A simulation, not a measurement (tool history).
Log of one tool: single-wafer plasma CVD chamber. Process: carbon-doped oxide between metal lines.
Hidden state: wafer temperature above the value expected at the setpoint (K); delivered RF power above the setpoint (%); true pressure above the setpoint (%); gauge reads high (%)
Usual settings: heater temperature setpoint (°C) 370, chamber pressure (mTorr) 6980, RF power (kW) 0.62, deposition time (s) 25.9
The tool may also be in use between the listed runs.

| run | hour | heater temperature setpoint (°C) | chamber pressure (mTorr) | RF power (kW) | deposition time (s) | wafers since the last listed run | hours since the last thermocouple change | hours since the last RF generator calibration | hours since the last manometer calibration | hours since the showerhead was replaced | hours since the gauge calibration | read-back reference wafer on the same gauge, thickness_nm | mean film thickness on the monitor wafer (Å) |
|---|---|---|---|---|---|---|---|---|---|---|---|---|---|
| 1 | 0 | 370 | 6980 | 0.62 | 25.9 | 0 | 2255.1 | 1039.9 | 1144 | 2643.2 | 639.2 | 149.295 | 1385.22 |
| 2 | 17 | 370 | 6980 | 0.62 | 25.9 | 459 | 2272.1 | 1056.9 | 1161 | 2660.2 | 656.2 | 149.116 | 1398.77 |
| 3 | 36.1 | 370 | 6980 | 0.62 | 27.3 | 516 | 2291.2 | 1076 | 1180.1 | 2679.3 | 675.3 | 149.14 | 1466.68 |
| 4 | 65.8 | 370 | 6980 | 0.62 | 27.3 | 802 | 2320.9 | 1105.7 | 1209.8 | 2709 | 705 | 148.829 | 1469.08 |
| 5 | 100.2 | 370 | 6980 | 0.62 | 27.3 | 929 | 2355.3 | 1140.1 | 1244.2 | 2743.4 | 739.4 | 149.059 | 1457.81 |
|  | 194.5 | gauge calibrated |
| 6 | 199.5 | 370 | 6980 | 0.62 | 25.9 | 2682 | 2454.6 | 1239.4 | 1343.5 | 2842.7 | 5 | 149.205 | 1374.59 |
| 7 | 221.5 | 370 | 6980 | 0.62 | 25.9 | 594 | 2476.6 | 1261.4 | 1365.5 | 2864.7 | 27 | 148.786 | 1389.73 |
| 8 | 240.3 | 370 | 6980 | 0.62 | 25.9 | 507 | 2495.4 | 1280.2 | 1384.3 | 2883.5 | 45.8 | 148.998 | 1381.9 |
| 9 | 262.9 | 370 | 6980 | 0.62 | 25.9 | 610 | 2518 | 1302.8 | 1406.9 | 2906.1 | 68.4 | 149.269 | 1376.68 |
|  | 293.3 | RF generator calibrated |
| 10 | 294.3 | 356 | 8550 | 0.51 | 24.4 | 632 | 2549.4 | 1 | 1438.3 | 2937.5 | 99.8 | 148.97 | 1069.56 |
| 11 | 316.7 | 362 | 6980 | 0.62 | 25.9 | 605 | 2571.8 | 23.4 | 1460.7 | 2959.9 | 122.2 | 149.11 | 1347.83 |
|  | 342.6 | capacitance manometer re-zeroed and calibrated |
|  | 343.4 | thermocouple changed; heater temperature recalibrated |
| 12 | 350.6 | 370 | 6980 | 0.62 | 25.9 | 678 | 7.2 | 57.3 | 8 | 2993.8 | 156.1 | 149.063 | 1308.59 |
| 13 | 364 | 370 | 6980 | 0.62 | 25.9 | 362 | 20.6 | 70.7 | 21.4 | 3007.2 | 169.5 | 149.304 | 1315.48 |
| 14 | 377.6 | 370 | 6980 | 0.62 | 27.3 | 367 | 34.2 | 84.3 | 35 | 3020.8 | 183.1 | 149.324 | 1390.26 |
| 15 | 408.6 | 370 | 6980 | 0.62 | 25.9 | 837 | 65.2 | 115.3 | 66 | 3051.8 | 214.1 | 148.75 | 1323.93 |
| 16 | 439 | 370 | 6980 | 0.52 | 25.9 | 821 | 95.6 | 145.7 | 96.4 | 3082.2 | 244.5 | 148.928 | 1105.62 |
| 17 | 458.6 | 370 | 6980 | 0.62 | 25.9 | 529 | 115.2 | 165.3 | 116 | 3101.8 | 264.1 | 149.347 | 1305.24 |
|  | 480.1 | showerhead replaced |
| 18 | 482 | 377 | 5840 | 0.62 | 25.9 | 416 | 138.6 | 188.7 | 139.4 | 1.9 | 287.5 | 148.83 | 1263.9 |
|  | 497.8 | RF generator calibrated, repeated, since the last time left the tool worse |
| 19 | 514.3 | 370 | 6980 | 0.62 | 25.9 | 656 | 170.9 | 16.5 | 171.7 | 34.2 | 319.8 | 148.863 | 1438.76 |
| 20 | 540.5 | 370 | 6980 | 0.62 | 28.5 | 707 | 197.1 | 42.7 | 197.9 | 60.4 | 346 | 149.183 | 1581.23 |
| 21 | 570.3 | 370 | 6980 | 0.62 | 25.9 | 805 | 226.9 | 72.5 | 227.7 | 90.2 | 375.8 | 149.023 | 1426.52 |
| 22 | 593.9 | 383 | 8010 | 0.55 | 25.9 | 637 | 250.5 | 96.1 | 251.3 | 113.8 | 399.4 | 148.775 | 1263.94 |

The next listed run, before its measurement:
| 23 | 617.9 | 375 | 6980 | 0.58 | 25.9 | 648 | 274.5 | 120.1 | 275.3 | 137.8 | 423.4 | ? | ? |

{"run 23": {"read-back reference wafer on the same gauge, thickness_nm": 149.31, "mean film thickness on the monitor wafer (Å)": 1329.65}}
Without the tool's hidden state the same run would have given mean film thickness on the monitor wafer (Å) 1337.39.

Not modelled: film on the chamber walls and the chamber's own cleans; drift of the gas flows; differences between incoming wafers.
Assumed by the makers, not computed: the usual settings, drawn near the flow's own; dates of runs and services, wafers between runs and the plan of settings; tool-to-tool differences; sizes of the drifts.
